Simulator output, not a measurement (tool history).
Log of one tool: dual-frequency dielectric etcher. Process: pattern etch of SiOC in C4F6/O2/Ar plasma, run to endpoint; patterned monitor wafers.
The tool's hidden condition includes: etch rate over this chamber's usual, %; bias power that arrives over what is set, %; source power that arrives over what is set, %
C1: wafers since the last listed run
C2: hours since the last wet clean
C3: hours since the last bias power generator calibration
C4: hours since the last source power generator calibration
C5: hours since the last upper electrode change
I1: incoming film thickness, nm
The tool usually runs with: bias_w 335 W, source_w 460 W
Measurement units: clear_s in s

{"run": 1, "hour": 0.0, "bias_w": 335, "source_w": 460, "C1": 0, "C2": 205.3, "C3": 1222.9, "C4": 2594.1, "C5": 2782.5, "I1": 32.69, "clear_s": 11.1}
{"run": 2, "hour": 63.8, "bias_w": 284, "source_w": 500, "C1": 1397, "C2": 269.1, "C3": 1286.7, "C4": 2657.9, "C5": 2846.3, "I1": 33.22, "clear_s": 11.3}
{"run": 3, "hour": 136.3, "bias_w": 284, "source_w": 500, "C1": 1587, "C2": 341.6, "C3": 1359.2, "C4": 2730.4, "C5": 2918.8, "I1": 32.92, "clear_s": 11.2}
{"run": 4, "hour": 178.8, "bias_w": 335, "source_w": 460, "C1": 930, "C2": 384.1, "C3": 1401.7, "C4": 2772.9, "C5": 2961.3, "I1": 33.11, "clear_s": 11.3}
{"run": 5, "hour": 236.5, "bias_w": 335, "source_w": 460, "C1": 1263, "C2": 441.8, "C3": 1459.4, "C4": 2830.6, "C5": 3019.0, "I1": 32.44, "clear_s": 10.9}
{"run": 6, "hour": 298.0, "bias_w": 370, "source_w": 460, "C1": 1346, "C2": 503.3, "C3": 1520.9, "C4": 2892.1, "C5": 3080.5, "I1": 33.15, "clear_s": 11.0}
{"hour": 325.3, "done": "wet clean of the chamber"}
{"run": 7, "hour": 344.4, "bias_w": 370, "source_w": 460, "C1": 490, "C2": 19.1, "C3": 1567.3, "C4": 2938.5, "C5": 3126.9, "I1": 33.15, "clear_s": 10.9}
{"run": 8, "hour": 428.5, "bias_w": 389, "source_w": 460, "C1": 1841, "C2": 103.2, "C3": 1651.4, "C4": 3022.6, "C5": 3211.0, "I1": 32.96, "clear_s": 10.8}
{"run": 9, "hour": 468.9, "bias_w": 389, "source_w": 460, "C1": 884, "C2": 143.6, "C3": 1691.8, "C4": 3063.0, "C5": 3251.4, "I1": 32.97, "clear_s": 10.8}
{"hour": 517.3, "done": "bias power generator calibrated"}
{"run": 10, "hour": 535.2, "bias_w": 389, "source_w": 460, "C1": 1364, "C2": 209.9, "C3": 17.9, "C4": 3129.3, "C5": 3317.7, "I1": 33.35, "clear_s": 10.7}
{"run": 11, "hour": 589.1, "bias_w": 335, "source_w": 460, "C1": 1180, "C2": 263.8, "C3": 71.8, "C4": 3183.2, "C5": 3371.6, "I1": 33.44, "clear_s": 11.2}
{"run": 12, "hour": 640.8, "bias_w": 335, "source_w": 460, "C1": 1132, "C2": 315.5, "C3": 123.5, "C4": 3234.9, "C5": 3423.3, "I1": 33.08, "clear_s": 11.0}
{"run": 13, "hour": 681.1, "bias_w": 335, "source_w": 460, "C1": 882, "C2": 355.8, "C3": 163.8, "C4": 3275.2, "C5": 3463.6, "I1": 33.03, "clear_s": 10.9}
{"run": 14, "hour": 777.0, "bias_w": 280, "source_w": 460, "C1": 2100, "C2": 451.7, "C3": 259.7, "C4": 3371.1, "C5": 3559.5, "I1": 33.33, "clear_s": 11.6}
{"run": 15, "hour": 878.1, "bias_w": 413, "source_w": 540, "C1": 2214, "C2": 552.8, "C3": 360.8, "C4": 3472.2, "C5": 3660.6, "I1": 33.19, "clear_s": 9.8}
{"hour": 968.5, "done": "wet clean of the chamber"}
{"run": 16, "hour": 978.4, "bias_w": 335, "source_w": 460, "C1": 1671, "C2": 9.9, "C3": 461.1, "C4": 3572.5, "C5": 3760.9, "I1": 32.89, "clear_s": 11.0}
{"run": 17, "hour": 1069.7, "bias_w": 335, "source_w": 420, "C1": 1999, "C2": 101.2, "C3": 552.4, "C4": 3663.8, "C5": 3852.2, "I1": 33.05, "clear_s": 11.5}
{"hour": 1331.6, "done": "source power generator calibrated"}
{"run": 18, "hour": 1366.4, "bias_w": 300, "source_w": 570, "C1": 6410, "C2": 397.9, "C3": 849.1, "C4": 34.8, "C5": 4148.9, "I1": 33.32, "clear_s": 10.8}
{"run": 19, "hour": 1420.2, "bias_w": 372, "source_w": 390, "C1": 1178, "C2": 451.7, "C3": 902.9, "C4": 88.6, "C5": 4202.7, "I1": 33.14, "clear_s": 11.9}
{"run": 20, "hour": 1486.8, "bias_w": 418, "source_w": 550, "C1": 1458, "C2": 518.3, "C3": 969.5, "C4": 155.2, "C5": 4269.3, "I1": 33.04, "clear_s": 9.9}
{"run": 21, "hour": 1558.7, "bias_w": 335, "source_w": 460, "C1": 1574, "C2": 590.2, "C3": 1041.4, "C4": 227.1, "C5": 4341.2, "I1": 33.22, "clear_s": 11.4}
{"hour": 1594.5, "done": "wet clean of the chamber"}
{"hour": 1610.3, "done": "upper electrode replaced"}
{"run": 22, "hour": 1640.4, "bias_w": 335, "source_w": 460, "C1": 918, "C2": 45.9, "C3": 1123.1, "C4": 308.8, "C5": 30.1, "I1": 32.99, "clear_s": 11.3}
{"run": 23, "hour": 1710.3, "bias_w": 391, "source_w": 360, "C1": 1530, "C2": 115.8, "C3": 1193.0, "C4": 378.7, "C5": 100.0, "I1": 33.16, "clear_s": 12.1}
{"run": 24, "hour": 1795.3, "bias_w": 335, "source_w": 530, "C1": 1861, "C2": 200.8, "C3": 1278.0, "C4": 463.7, "C5": 185.0, "I1": 33.39, "clear_s": 10.8}
{"run": 25, "hour": 1845.5, "bias_w": 303, "source_w": 460, "C1": 1099, "C2": 251.0, "C3": 1328.2, "C4": 513.9, "C5": 235.2, "I1": 32.98, "clear_s": 11.6}
{"run": 26, "hour": 1891.5, "bias_w": 385, "source_w": 380, "C1": 1007, "C2": 297.0, "C3": 1374.2, "C4": 559.9, "C5": 281.2, "I1": 33.15, "clear_s": 11.9}
{"run": 27, "hour": 1976.9, "bias_w": 335, "source_w": 460, "C1": 1870, "C2": 382.4, "C3": 1459.6, "C4": 645.3, "C5": 366.6, "I1": 33.15, "clear_s": 11.4}
{"run": 28, "hour": 2059.9, "bias_w": 284, "source_w": 530, "C1": 1817, "C2": 465.4, "C3": 1542.6, "C4": 728.3, "C5": 449.6, "I1": 33.1, "clear_s": 11.2}

Forecast run 29:
{"run": 29, "hour": 2122.9, "bias_w": 390, "source_w": 500, "C1": 1379, "C2": 528.4, "C3": 1605.6, "C4": 791.3, "C5": 512.6, "I1": 33.23, "clear_s": "?"}

For run 29 the tool returned clear_s 10.6 s.
With no hidden state in the tool, this same run would have given clear_s 10.5 s.

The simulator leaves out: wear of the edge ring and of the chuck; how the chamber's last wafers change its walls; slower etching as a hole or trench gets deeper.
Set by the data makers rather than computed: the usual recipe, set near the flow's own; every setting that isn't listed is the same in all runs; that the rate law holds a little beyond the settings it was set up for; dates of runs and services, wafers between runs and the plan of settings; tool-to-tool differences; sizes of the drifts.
